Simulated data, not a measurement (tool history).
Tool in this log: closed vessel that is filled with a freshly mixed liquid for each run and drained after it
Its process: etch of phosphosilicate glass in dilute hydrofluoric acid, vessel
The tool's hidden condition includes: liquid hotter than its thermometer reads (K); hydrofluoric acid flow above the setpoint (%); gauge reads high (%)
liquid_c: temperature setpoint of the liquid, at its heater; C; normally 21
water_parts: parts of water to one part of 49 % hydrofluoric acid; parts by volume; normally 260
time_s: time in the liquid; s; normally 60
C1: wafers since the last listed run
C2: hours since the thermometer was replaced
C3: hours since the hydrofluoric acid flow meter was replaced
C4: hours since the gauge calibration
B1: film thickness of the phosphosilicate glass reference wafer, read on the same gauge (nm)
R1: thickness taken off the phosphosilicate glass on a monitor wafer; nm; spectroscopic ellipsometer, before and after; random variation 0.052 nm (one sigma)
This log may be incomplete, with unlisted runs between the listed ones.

Run 1, hour 0: usual settings; C1 0; C2 1035.1; C3 600.5; C4 563; B1 100.02. Result: R1 14.64 nm.
Run 2, hour 73.7: usual settings; C1 7176; C2 1108.8; C3 674.2; C4 636.7; B1 99.98. Result: R1 14.59 nm.
Run 3, hour 146.1: usual settings but time_s 40 s; C1 7050; C2 1181.2; C3 746.6; C4 709.1; B1 99.97. Result: R1 9.76 nm.
Run 4, hour 186.1: usual settings but time_s 40 s; C1 3895; C2 1221.2; C3 786.6; C4 749.1; B1 99.97. Result: R1 9.7 nm.
Run 5, hour 233.6: usual settings but water_parts 230 parts by volume; C1 4625; C2 1268.7; C3 834.1; C4 796.6; B1 99.99. Result: R1 16.95 nm.
Run 6, hour 293.9: usual settings but water_parts 230 parts by volume; C1 5871; C2 1329; C3 894.4; C4 856.9; B1 99.99. Result: R1 17 nm.
Run 7, hour 349.3: usual settings but water_parts 230 parts by volume; C1 5394; C2 1384.4; C3 949.8; C4 912.3; B1 100.01. Result: R1 16.94 nm.
Run 8, hour 483.7: usual settings; C1 13087; C2 1518.8; C3 1084.2; C4 1046.7; B1 99.98. Result: R1 14.49 nm.
At hour 494.8: hydrofluoric acid flow meter replaced.
At hour 564: gauge calibrated.
Run 9, hour 576.4: usual settings; C1 8929; C2 1611.5; C3 81.6; C4 12.4; B1 100.03. Result: R1 14.61 nm.
Run 10, hour 628.8: usual settings but water_parts 305 parts by volume, time_s 35 s; C1 5102; C2 1663.9; C3 134; C4 64.8; B1 100. Result: R1 6.93 nm.
Run 11, hour 679.6: usual settings but water_parts 180 parts by volume, time_s 75 s; C1 4946; C2 1714.7; C3 184.8; C4 115.6; B1 99.99. Result: R1 28.45 nm.
Run 12, hour 756.3: usual settings; C1 7468; C2 1791.4; C3 261.5; C4 192.3; B1 99.99. Result: R1 14.57 nm.
Run 13, hour 821.6: usual settings but liquid_c 17 C, water_parts 295 parts by volume, time_s 70 s; C1 6358; C2 1856.7; C3 326.8; C4 257.6; B1 100.02. Result: R1 12.48 nm.
At hour 861.5: thermometer replaced.
Run 14, hour 894.8: usual settings but liquid_c 25 C, water_parts 355 parts by volume, time_s 90 s; C1 7030; C2 33.3; C3 400; C4 330.8; B1 99.99. Result: R1 16.92 nm.
Run 15, hour 1015.3: usual settings but water_parts 135 parts by volume; C1 11733; C2 153.8; C3 520.5; C4 451.3; B1 99.98. Result: R1 31.96 nm.
Run 16, hour 1120: usual settings but water_parts 380 parts by volume; C1 10195; C2 258.5; C3 625.2; C4 556; B1 100.03. Result: R1 9 nm.
Run 17, hour 1210.4: usual settings; C1 8802; C2 348.9; C3 715.6; C4 646.4; B1 99.99. Result: R1 14.62 nm.
Run 18, hour 1270.3: usual settings but liquid_c 19.5 C, time_s 40 s; C1 5832; C2 408.8; C3 775.5; C4 706.3; B1 99.99. Result: R1 9.12 nm.

Alternative continuations, all from the tool just after run 18; predict every row:
Run A, hour 1271: usual settings; C1 68; C2 409.5; C3 776.2; C4 707; B1 ?. Result: R1 ?.
Run B, hour 1271: usual settings but water_parts 320 parts by volume, time_s 85 s; C1 68; C2 409.5; C3 776.2; C4 707; B1 ?. Result: R1 ?.
Run C, hour 1271: usual settings but liquid_c 17.5 C, water_parts 225 parts by volume, time_s 75 s; C1 68; C2 409.5; C3 776.2; C4 707; B1 ?. Result: R1 ?.
Run D, hour 1271: usual settings but liquid_c 24 C, time_s 40 s; C1 68; C2 409.5; C3 776.2; C4 707; B1 ?. Result: R1 ?.

run     B1     R1
  A  99.98  14.56
  B  99.98  15.86
  C  99.98  19.01
  D  99.98  10.82
Without the tool's hidden state the same runs would have given:
run     R1
  A  14.56
  B  15.86
  C  19.01
  D  10.82
